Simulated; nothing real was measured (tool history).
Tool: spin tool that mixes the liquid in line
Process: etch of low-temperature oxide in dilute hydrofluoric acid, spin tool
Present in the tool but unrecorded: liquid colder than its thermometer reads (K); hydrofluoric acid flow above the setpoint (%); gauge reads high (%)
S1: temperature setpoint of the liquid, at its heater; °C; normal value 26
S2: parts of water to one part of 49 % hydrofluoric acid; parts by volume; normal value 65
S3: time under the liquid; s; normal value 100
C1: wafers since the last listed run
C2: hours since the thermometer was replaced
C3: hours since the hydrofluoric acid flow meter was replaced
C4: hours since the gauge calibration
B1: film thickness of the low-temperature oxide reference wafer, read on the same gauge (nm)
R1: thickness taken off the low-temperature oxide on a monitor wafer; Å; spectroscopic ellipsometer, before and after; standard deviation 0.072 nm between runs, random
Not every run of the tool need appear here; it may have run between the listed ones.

run    hour    S1  S2   S3    C1     C2     C3      C4     B1     R1
  1       0    26  65  100     0  528.8  155.7    39.9  40.01    235
  2    64.7    26  65  100   684  593.5  220.4   104.6  39.99  233.7
      124.4  -- thermometer replaced
  3   131.4    26  65  100   695      7  287.1   171.3  40.02  237.8
  4   169.2    26  65  100   399   44.8  324.9   209.1  39.99  237.7
  5   262.1    26  65  100   982  137.7  417.8     302     40  237.6
  6   320.7    26  65  100   619  196.3  476.4   360.6  39.96  235.5
      337.1  -- hydrofluoric acid flow meter replaced
  7   393.7    26  65  100   761  269.3   56.6   433.6  39.99  236.9
  8   473.9    26  65  100   848  349.5  136.8   513.8  40.01  236.1
  9   512.9    29  65  100   412  388.5  175.8   552.8  40.02  266.4
 10   575.4    29  65  100   661    451  238.3   615.3     40  263.6
 11   620.2    26  80  100   473  495.8  283.1   660.1  40.01  186.4
 12   715.1    26  80  100  1004  590.7    378     755     40  186.2
 13   767.9    26  65  100   558  643.5  430.8   807.8  40.02    233
      805.3  -- thermometer replaced
 14   811.9    26  65  100   454    6.6  474.8   851.8  40.02  239.2
 15   854.4    26  65  100   449   49.1  517.3   894.3  40.01  237.4
        953  -- hydrofluoric acid flow meter replaced
 16   962.4  29.5  65   75  1132  157.1    9.4  1002.3  40.01  205.6
 17  1042.7    26  65  100   849  237.4   89.7  1082.6  39.98  236.2
 18  1131.4    26  45   55   938  326.1  178.4  1171.3  39.99  191.4
 19  1222.7  29.5  55  150   965  417.4  269.7  1262.6  40.01  485.3
 20  1278.3    26  65  145   588    473  325.3  1318.2     40  341.4
 21    1374    23  85  100  1012  568.7    421  1413.9  39.98  155.6
       1441  -- thermometer replaced
 22    1461    26  65  100   909     20    508  1500.9  39.99    238
     1465.7  -- hydrofluoric acid flow meter replaced
 23  1515.8    26  65  100   569   74.8   50.1  1555.7  39.98  237.1
     1551.3  -- gauge calibrated
 24  1604.5    26  65  150   938  163.5  138.8    53.2  40.01  355.8
 25  1711.9    21  40  100  1136  270.9  246.2   160.6  39.97  322.8
 26  1777.1    26  65  100   689  336.1  311.4   225.8  39.99  234.6
 27  1867.7    26  65  100   958  426.7    402   316.4  40.01  233.8
 28  1947.5  23.5  65  100   844  506.5  481.8   396.2  40.02  211.1
     2073.9  -- hydrofluoric acid flow meter replaced
 29  2104.3    26  65  100  1648  663.3   30.4     553  39.99  232.4
       2120  -- thermometer replaced
 30  2174.5    31  90   75   732   54.5  100.6   623.2  40.02  151.4
 31  2266.3  29.5  65  100   971  146.3  192.4     715  39.99  271.5

Below, each run's measurement less what the same run would have read without the hidden state. Both values contain the same run-to-run variation, but the gauge's scatter may not be the same in both:
run    R1
  1  -4.2
  2  -4.7
  3  -0.6
  4  -0.9
  5  -1.7
  6  -2.1
  7  -2.7
  8  -3.3
  9    -4
 10  -4.4
 11  -3.6
 12  -4.1
 13  -5.6
 14  -0.2
 15  -0.6
 16  -1.2
 17    -2
 18  -2.2
 19  -6.9
 20  -5.6
 21  -3.1
 22  -0.9
 23  -1.3
 24  -3.2
 25  -4.1
 26  -3.4
 27  -4.1
 28  -4.4
 29  -5.8
 30  -0.4
 31  -1.6
